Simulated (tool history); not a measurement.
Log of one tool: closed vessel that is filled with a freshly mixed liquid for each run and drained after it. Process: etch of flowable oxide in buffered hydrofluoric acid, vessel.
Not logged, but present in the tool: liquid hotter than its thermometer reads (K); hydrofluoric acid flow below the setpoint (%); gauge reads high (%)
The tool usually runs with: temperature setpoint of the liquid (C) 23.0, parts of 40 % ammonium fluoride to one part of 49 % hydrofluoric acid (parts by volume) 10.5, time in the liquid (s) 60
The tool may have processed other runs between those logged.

run    hour  temperature setpoint of the liquid (C)  parts of 40 % ammonium fluoride to one part of 49 % hydrofluoric acid (parts by volume)  time in the liquid (s)  wafers since the last listed run  hours since the thermometer was replaced  hours since the hydrofluoric acid flow meter was replaced  hours since the gauge calibration  read-back film thickness of the flowable oxide reference wafer, read on the same gauge (nm)  thickness taken off the flowable oxide on a monitor wafer (angstrom)
  1     0.0                                    23.0                                                                                     10.5                      60                                 0                                     158.2                                                      738.4                              776.3                                                                                        99.97                                                                2151.6
  2    78.8                                    23.0                                                                                     10.5                      60                              7612                                     237.0                                                      817.2                              855.1                                                                                       100.01                                                                2157.6
  3   182.6                                    23.0                                                                                     10.5                      60                             10027                                     340.8                                                      921.0                              958.9                                                                                       100.00                                                                2156.4
  4   248.2                                    23.0                                                                                     10.5                      60                              6337                                     406.4                                                      986.6                             1024.5                                                                                       100.04                                                                2160.2
  5   324.6                                    23.0                                                                                     10.5                      60                              7380                                     482.8                                                     1063.0                             1100.9                                                                                       100.01                                                                2181.5
  6   394.4                                    23.0                                                                                     10.5                      60                              6743                                     552.6                                                     1132.8                             1170.7                                                                                       100.00                                                                2162.9
  7   444.0                                    23.0                                                                                     10.5                      60                              4791                                     602.2                                                     1182.4                             1220.3                                                                                       100.00                                                                2171.2
  8   547.9                                    26.5                                                                                     13.0                      60                             10037                                     706.1                                                     1286.3                             1324.2                                                                                        99.97                                                                2142.3
  9   601.5                                    26.5                                                                                     13.0                      60                              5178                                     759.7                                                     1339.9                             1377.8                                                                                       100.02                                                                2135.5
 10   651.7                                    23.0                                                                                     10.5                      50                              4849                                     809.9                                                     1390.1                             1428.0                                                                                        99.98                                                                1829.5
 11   708.2                                    23.0                                                                                     10.5                      50                              5458                                     866.4                                                     1446.6                             1484.5                                                                                       100.02                                                                1819.3
 12   790.1                                    23.0                                                                                     10.5                      50                              7911                                     948.3                                                     1528.5                             1566.4                                                                                        99.99                                                                1815.2
      886.2  -- thermometer replaced
 13   896.0                                    23.0                                                                                     10.5                      60                             10133                                       9.8                                                     1634.4                             1672.3                                                                                       100.00                                                                2119.5
      934.9  -- gauge calibrated
 14   981.2                                    19.0                                                                                     10.5                      60                              8230                                      95.0                                                     1719.6                               46.3                                                                                        99.96                                                                1665.5
 15  1081.7                                    27.5                                                                                      8.0                      60                              9708                                     195.5                                                     1820.1                              146.8                                                                                       100.00                                                                3418.4
 16  1352.7                                    23.0                                                                                     10.5                      60                             26179                                     466.5                                                     2091.1                              417.8                                                                                       100.01                                                                2100.9
 17  1428.5                                    20.5                                                                                     10.5                      75                              7322                                     542.3                                                     2166.9                              493.6                                                                                        99.99                                                                2322.1
 18  1486.4                                    23.0                                                                                      9.0                      60                              5593                                     600.2                                                     2224.8                              551.5                                                                                       100.01                                                                2400.0
 19  1522.5                                    18.5                                                                                      8.5                      45                              3487                                     636.3                                                     2260.9                              587.6                                                                                        99.97                                                                1448.8
     1577.6  -- hydrofluoric acid flow meter replaced
 20  1619.5                                    27.5                                                                                      7.0                      30                              9274                                     733.3                                                       41.9                              684.6                                                                                        99.97                                                                2082.6
 21  1692.1                                    23.0                                                                                     10.5                      60                              7013                                     805.9                                                      114.5                              757.2                                                                                       100.00                                                                2224.3
 22  1754.2                                    20.0                                                                                      7.5                      80                              5999                                     868.0                                                      176.6                              819.3                                                                                       100.00                                                                3431.2
 23  1796.4                                    23.0                                                                                     10.5                      60                              4076                                     910.2                                                      218.8                              861.5                                                                                       100.03                                                                2235.4
 24  1858.2                                    18.5                                                                                     10.5                      40                              5970                                     972.0                                                      280.6                              923.3                                                                                       100.02                                                                1151.5
     1877.3  -- thermometer replaced
 25  1952.4                                    21.5                                                                                     10.5                      60                              9003                                      75.1                                                      374.8                             1017.5                                                                                        99.99                                                                1987.0
 26  2024.0                                    23.0                                                                                     10.5                      60                              6916                                     146.7                                                      446.4                             1089.1                                                                                       100.01                                                                2156.3
 27  2121.6                                    23.0                                                                                      9.5                      60                              9428                                     244.3                                                      544.0                             1186.7                                                                                       100.01                                                                2368.0
 28  2163.2                                    18.5                                                                                     13.0                      45                              4018                                     285.9                                                      585.6                             1228.3                                                                                       100.02                                                                1012.1
 29  2213.0                                    18.5                                                                                     11.5                      30                              4810                                     335.7                                                      635.4                             1278.1                                                                                        99.99                                                                 767.9
 30  2302.6                                    23.0                                                                                     10.5                      60                              8655                                     425.3                                                      725.0                             1367.7                                                                                        99.96                                                                2138.0
 31  2345.9                                    20.5                                                                                      8.0                      95                              4182                                     468.6                                                      768.3                             1411.0                                                                                       100.03                                                                3777.5
 32  2580.1                                    21.0                                                                                      6.5                      35                             22624                                     702.8                                                     1002.5                             1645.2                                                                                       100.01                                                                1794.3

Table of differences, measured result less the result of that run with no hidden state. Run-to-run variation is the same in both. Gauge scatter possibly is not:
run  thickness taken off the flowable oxide on a monitor wafer (angstrom)
  1                                                                  -8.3
  2                                                                  -4.5
  3                                                                  +0.4
  4                                                                  +3.5
  5                                                                  +6.2
  6                                                                  +9.2
  7                                                                 +11.7
  8                                                                 +14.4
  9                                                                 +16.6
 10                                                                 +18.2
 11                                                                 +20.0
 12                                                                 +22.9
 13                                                                 -73.8
 14                                                                 -54.3
 15                                                                -122.0
 16                                                                 -52.9
 17                                                                 -53.3
 18                                                                 -11.8
 19                                                                 -38.0
 20                                                                 +57.6
 21                                                                 +68.3
 22                                                                +111.0
 23                                                                 +73.6
 24                                                                 +40.4
 25                                                                  -7.9
 26                                                                  -5.8
 27                                                                  +8.5
 28                                                                  +0.4
 29                                                                  +1.3
 30                                                                  +7.2
 31                                                                  +9.9
 32                                                                 +21.7
